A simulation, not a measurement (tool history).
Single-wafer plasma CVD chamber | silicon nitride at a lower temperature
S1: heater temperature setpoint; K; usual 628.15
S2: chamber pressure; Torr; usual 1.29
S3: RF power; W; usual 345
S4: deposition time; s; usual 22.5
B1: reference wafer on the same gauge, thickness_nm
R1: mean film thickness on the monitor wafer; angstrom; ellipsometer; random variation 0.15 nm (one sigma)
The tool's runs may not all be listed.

{"run": 1, "hour": 0.0, "S1": 628.15, "S2": 1.29, "S3": 345, "S4": 22.5, "B1": 29.396, "R1": 276.18}
{"run": 2, "hour": 19.9, "S1": 628.15, "S2": 1.29, "S3": 345, "S4": 22.5, "B1": 29.351, "R1": 274.97}
{"run": 3, "hour": 36.8, "S1": 628.15, "S2": 1.29, "S3": 345, "S4": 22.5, "B1": 29.419, "R1": 275.63}
{"run": 4, "hour": 50.8, "S1": 628.15, "S2": 1.29, "S3": 345, "S4": 24.7, "B1": 29.376, "R1": 302.63}
{"run": 5, "hour": 72.3, "S1": 628.15, "S2": 1.54, "S3": 345, "S4": 25.1, "B1": 29.312, "R1": 324}
{"run": 6, "hour": 111.8, "S1": 628.15, "S2": 1.29, "S3": 345, "S4": 22.5, "B1": 29.388, "R1": 273.8}
{"run": 7, "hour": 125.7, "S1": 628.15, "S2": 1.29, "S3": 345, "S4": 22.5, "B1": 29.384, "R1": 272.82}
{"run": 8, "hour": 142.2, "S1": 628.15, "S2": 1.29, "S3": 325, "S4": 22.5, "B1": 29.383, "R1": 263.59}
{"run": 9, "hour": 168.0, "S1": 628.15, "S2": 1.54, "S3": 345, "S4": 25.1, "B1": 29.411, "R1": 320.6}
{"run": 10, "hour": 190.0, "S1": 621.15, "S2": 1.43, "S3": 345, "S4": 19, "B1": 29.358, "R1": 239.22}
{"run": 11, "hour": 209.2, "S1": 628.15, "S2": 1.16, "S3": 345, "S4": 19.4, "B1": 29.396, "R1": 229.39}
{"run": 12, "hour": 222.5, "S1": 628.15, "S2": 1.29, "S3": 345, "S4": 25, "B1": 29.302, "R1": 303.71}
{"run": 13, "hour": 245.9, "S1": 638.15, "S2": 1.49, "S3": 345, "S4": 22.5, "B1": 29.417, "R1": 287.87}
{"hour": 248.7, "done": "gauge calibrated"}
{"hour": 259.1, "done": "capacitance manometer re-zeroed and calibrated"}
{"run": 14, "hour": 259.7, "S1": 628.15, "S2": 1.29, "S3": 345, "S4": 22.5, "B1": 29.381, "R1": 272.93}
{"run": 15, "hour": 286.7, "S1": 632.15, "S2": 1.54, "S3": 280, "S4": 18.2, "B1": 29.358, "R1": 204.86}
{"run": 16, "hour": 307.9, "S1": 637.15, "S2": 1.39, "S3": 345, "S4": 26.4, "B1": 29.4, "R1": 330.3}
{"hour": 336.0, "done": "thermocouple changed; heater temperature recalibrated"}
{"run": 17, "hour": 336.5, "S1": 628.15, "S2": 1.29, "S3": 305, "S4": 22.5, "B1": 29.378, "R1": 251.68}
{"run": 18, "hour": 360.6, "S1": 628.15, "S2": 1.29, "S3": 345, "S4": 22.5, "B1": 29.397, "R1": 271.06}
{"run": 19, "hour": 390.2, "S1": 628.15, "S2": 1.29, "S3": 345, "S4": 22.5, "B1": 29.399, "R1": 273.77}
{"run": 20, "hour": 407.1, "S1": 620.15, "S2": 1.1, "S3": 295, "S4": 22.5, "B1": 29.474, "R1": 233.11}
{"run": 21, "hour": 458.5, "S1": 622.15, "S2": 1.29, "S3": 385, "S4": 20.2, "B1": 29.371, "R1": 261.58}
{"run": 22, "hour": 490.6, "S1": 640.15, "S2": 1.1, "S3": 395, "S4": 22.5, "B1": 29.387, "R1": 280.45}
{"run": 23, "hour": 517.3, "S1": 636.15, "S2": 1.29, "S3": 345, "S4": 22.5, "B1": 29.458, "R1": 267.18}
{"run": 24, "hour": 538.0, "S1": 624.15, "S2": 1.5, "S3": 300, "S4": 20.4, "B1": 29.419, "R1": 234.41}
{"run": 25, "hour": 551.3, "S1": 628.15, "S2": 1.44, "S3": 290, "S4": 22.5, "B1": 29.387, "R1": 251.93}
{"run": 26, "hour": 584.2, "S1": 628.15, "S2": 1.29, "S3": 385, "S4": 22.5, "B1": 29.359, "R1": 290.22}
{"run": 27, "hour": 618.4, "S1": 623.15, "S2": 1.56, "S3": 375, "S4": 22.5, "B1": 29.355, "R1": 302.78}
{"run": 28, "hour": 645.4, "S1": 628.15, "S2": 1.29, "S3": 345, "S4": 22.5, "B1": 29.437, "R1": 271.7}

Some steps in R1 between neighbouring runs. How much of each would the tool show without its hidden state too (settings, what came in, random variation), and how much is left for the hidden state, with any gauge scatter that isn't in both results?
The hidden state here: wafer temperature above the value expected at the setpoint (K); delivered RF power above the setpoint (%); true pressure above the setpoint (%); gauge reads high (%).
Run 9 -> 10: S1 628.15 -> 621.15, S2 1.54 -> 1.43, S4 25.1 -> 19. R1 -81.38 angstrom: hidden state +0.47, all else -81.85.
Run 11 -> 12: S2 1.16 -> 1.29, S4 19.4 -> 25. R1 +74.32 angstrom: hidden state -0.78, all else +75.1.
Run 15 -> 16: S1 632.15 -> 637.15, S2 1.54 -> 1.39, S3 280 -> 345, S4 18.2 -> 26.4. R1 +125.44 angstrom: hidden state -1.46, all else +126.9.

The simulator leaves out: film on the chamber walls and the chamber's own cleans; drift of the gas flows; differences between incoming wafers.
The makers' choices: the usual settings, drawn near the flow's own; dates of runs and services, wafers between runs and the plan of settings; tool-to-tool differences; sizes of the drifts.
